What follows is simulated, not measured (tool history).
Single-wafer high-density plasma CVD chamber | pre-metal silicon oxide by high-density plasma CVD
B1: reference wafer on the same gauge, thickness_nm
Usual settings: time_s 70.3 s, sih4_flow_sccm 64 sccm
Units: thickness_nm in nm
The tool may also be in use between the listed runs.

run 1 day=0 | time_s=70.3 sih4_flow_sccm=64 | B1=463.517 | thickness_nm=433.577
run 2 day=0.421 | time_s=70.3 sih4_flow_sccm=64 | B1=463.498 | thickness_nm=432.481
run 3 day=1.125 | time_s=70.3 sih4_flow_sccm=64 | B1=463.538 | thickness_nm=431.756
run 4 day=1.596 | time_s=63.1 sih4_flow_sccm=71 | B1=463.168 | thickness_nm=424.775
run 5 day=2.212 | time_s=63.1 sih4_flow_sccm=71 | B1=462.675 | thickness_nm=424.815
run 6 day=2.629 | time_s=63.1 sih4_flow_sccm=71 | B1=462.579 | thickness_nm=425.352
run 7 day=3.304 | time_s=64.4 sih4_flow_sccm=64 | B1=462.537 | thickness_nm=395.788
run 8 day=3.962 | time_s=64.4 sih4_flow_sccm=64 | B1=462.597 | thickness_nm=395.641
run 9 day=4.683 | time_s=70.3 sih4_flow_sccm=73 | B1=462.278 | thickness_nm=485.417
run 10 day=4.954 | time_s=70.3 sih4_flow_sccm=73 | B1=461.806 | thickness_nm=484.781
run 11 day=5.542 | time_s=75.4 sih4_flow_sccm=70 | B1=462.1 | thickness_nm=500.674
run 12 day=7.608 | time_s=66 sih4_flow_sccm=64 | B1=461.206 | thickness_nm=403.747
run 13 day=7.862 | time_s=70.3 sih4_flow_sccm=74 | B1=464.992 | thickness_nm=492.917
run 14 day=8.433 | time_s=82.2 sih4_flow_sccm=71 | B1=464.671 | thickness_nm=556.616
run 15 day=9.167 | time_s=81.4 sih4_flow_sccm=64 | B1=464.749 | thickness_nm=502.103
run 16 day=9.438 | time_s=59.5 sih4_flow_sccm=64 | B1=464.505 | thickness_nm=366.79
run 17 day=9.762 | time_s=82.7 sih4_flow_sccm=77 | B1=464.536 | thickness_nm=601.102
run 18 day=10.046 | time_s=70.3 sih4_flow_sccm=64 | B1=464.37 | thickness_nm=434.046
run 19 day=10.738 | time_s=63 sih4_flow_sccm=52 | B1=464.488 | thickness_nm=324.507
run 20 day=11.158 | time_s=82.2 sih4_flow_sccm=71 | B1=463.742 | thickness_nm=554.604
run 21 day=11.688 | time_s=64.7 sih4_flow_sccm=60 | B1=463.725 | thickness_nm=376.693

Taken out of this log: 2 entries between the listed runs. Where each belongs, and how the hidden state differs across it:
Between runs 12 and 13: gauge calibrated (day 7.767)
  gauge reads high (%): -0.758 -> -0.033
  measured less the result without the state, thickness_nm: -3.084 -> -0.163 nm
Between runs 14 and 15: silane flow controller replaced (day 8.875)
  gauge reads high (%): -0.0655 -> -0.107
  measured less the result without the state, thickness_nm: -0.365 -> -0.54 nm
